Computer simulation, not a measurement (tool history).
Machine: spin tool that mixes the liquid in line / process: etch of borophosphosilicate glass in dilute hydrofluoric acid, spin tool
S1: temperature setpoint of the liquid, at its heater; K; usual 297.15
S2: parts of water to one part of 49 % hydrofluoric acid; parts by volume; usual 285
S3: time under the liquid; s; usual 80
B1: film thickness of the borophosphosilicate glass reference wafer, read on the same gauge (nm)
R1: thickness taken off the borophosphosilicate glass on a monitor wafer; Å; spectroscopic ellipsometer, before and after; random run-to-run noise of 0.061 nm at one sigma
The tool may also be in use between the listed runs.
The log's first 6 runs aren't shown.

{"run": 7, "day": 12.308, "S1": 297.15, "S2": 285, "S3": 80, "B1": 119.98, "R1": 93.2}
{"run": 8, "day": 14.204, "S1": 297.15, "S2": 285, "S3": 80, "B1": 120.01, "R1": 93.9}
{"run": 9, "day": 16.496, "S1": 297.15, "S2": 285, "S3": 80, "B1": 119.98, "R1": 94.9}
{"run": 10, "day": 17.762, "S1": 297.15, "S2": 285, "S3": 80, "B1": 119.98, "R1": 94.8}
{"run": 11, "day": 20.738, "S1": 297.15, "S2": 285, "S3": 80, "B1": 119.99, "R1": 95.0}
{"run": 12, "day": 22.683, "S1": 297.15, "S2": 285, "S3": 80, "B1": 120.01, "R1": 94.8}
{"day": 23.146, "done": "hydrofluoric acid flow meter replaced"}
{"run": 13, "day": 25.379, "S1": 297.15, "S2": 285, "S3": 80, "B1": 120.0, "R1": 90.5}
{"run": 14, "day": 27.942, "S1": 297.15, "S2": 285, "S3": 80, "B1": 120.0, "R1": 92.1}
{"run": 15, "day": 30.262, "S1": 297.15, "S2": 285, "S3": 80, "B1": 120.02, "R1": 90.8}
{"day": 30.712, "done": "gauge calibrated"}
{"run": 16, "day": 32.021, "S1": 297.15, "S2": 285, "S3": 80, "B1": 120.02, "R1": 92.0}
{"run": 17, "day": 33.825, "S1": 297.15, "S2": 285, "S3": 80, "B1": 120.01, "R1": 92.1}
{"run": 18, "day": 35.946, "S1": 300.15, "S2": 145, "S3": 65, "B1": 120.02, "R1": 192.6}

For run 19, what comes out?
{"run": 19, "day": 37.538, "S1": 297.15, "S2": 335, "S3": 130, "B1": "?", "R1": "?"}

B1: 120.02
R1: 121.0 Å
Minus the tool's unlogged condition, the same run would have read R1 118.9 Å.

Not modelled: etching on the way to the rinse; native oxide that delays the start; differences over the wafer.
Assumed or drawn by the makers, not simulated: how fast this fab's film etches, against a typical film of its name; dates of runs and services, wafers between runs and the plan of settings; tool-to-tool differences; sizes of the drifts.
